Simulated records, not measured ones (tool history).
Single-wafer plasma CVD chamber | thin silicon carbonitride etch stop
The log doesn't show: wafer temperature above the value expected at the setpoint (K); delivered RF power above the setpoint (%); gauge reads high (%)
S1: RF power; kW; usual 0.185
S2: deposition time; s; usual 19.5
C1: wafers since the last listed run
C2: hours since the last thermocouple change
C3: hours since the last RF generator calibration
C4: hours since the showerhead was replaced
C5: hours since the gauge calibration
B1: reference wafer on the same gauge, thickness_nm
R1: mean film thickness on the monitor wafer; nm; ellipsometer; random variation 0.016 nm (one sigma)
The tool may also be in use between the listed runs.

Run 1, hour 0: usual settings but S1 0.17 kW; C1 0; C2 478.4; C3 686.7; C4 1510.2; C5 688; B1 9.998. Result: R1 10.475 nm.
Run 2, hour 55.8: usual settings but S1 0.17 kW; C1 2030; C2 534.2; C3 742.5; C4 1566; C5 743.8; B1 9.999. Result: R1 10.482 nm.
Run 3, hour 124.4: usual settings but S2 21 s; C1 2496; C2 602.8; C3 811.1; C4 1634.6; C5 812.4; B1 10. Result: R1 11.448 nm.
Run 4, hour 168.5: usual settings; C1 1604; C2 646.9; C3 855.2; C4 1678.7; C5 856.5; B1 10.004. Result: R1 10.632 nm.
Run 5, hour 206.7: usual settings; C1 1390; C2 685.1; C3 893.4; C4 1716.9; C5 894.7; B1 9.999. Result: R1 10.658 nm.
Run 6, hour 261.2: usual settings; C1 1983; C2 739.6; C3 947.9; C4 1771.4; C5 949.2; B1 9.997. Result: R1 10.643 nm.
Run 7, hour 314.8: usual settings; C1 1950; C2 793.2; C3 1001.5; C4 1825; C5 1002.8; B1 9.999. Result: R1 10.626 nm.
Run 8, hour 358.2: usual settings; C1 1579; C2 836.6; C3 1044.9; C4 1868.4; C5 1046.2; B1 10.001. Result: R1 10.642 nm.
Run 9, hour 412.8: usual settings; C1 1986; C2 891.2; C3 1099.5; C4 1923; C5 1100.8; B1 10.002. Result: R1 10.616 nm.
Run 10, hour 454.7: usual settings; C1 1524; C2 933.1; C3 1141.4; C4 1964.9; C5 1142.7; B1 9.996. Result: R1 10.61 nm.

Forecast run 11:
At hour 534.6: gauge calibrated.
At hour 555.7: RF generator calibrated.
Run 11, hour 668: usual settings but S1 0.22 kW, S2 16.5 s; C1 7470; C2 1146.4; C3 112.3; C4 2178.2; C5 133.4; B1 ?. Result: R1 ?.

B1: 10.001
R1: 9.38 nm
Without the tool's hidden state the same run would have given R1 9.413 nm.

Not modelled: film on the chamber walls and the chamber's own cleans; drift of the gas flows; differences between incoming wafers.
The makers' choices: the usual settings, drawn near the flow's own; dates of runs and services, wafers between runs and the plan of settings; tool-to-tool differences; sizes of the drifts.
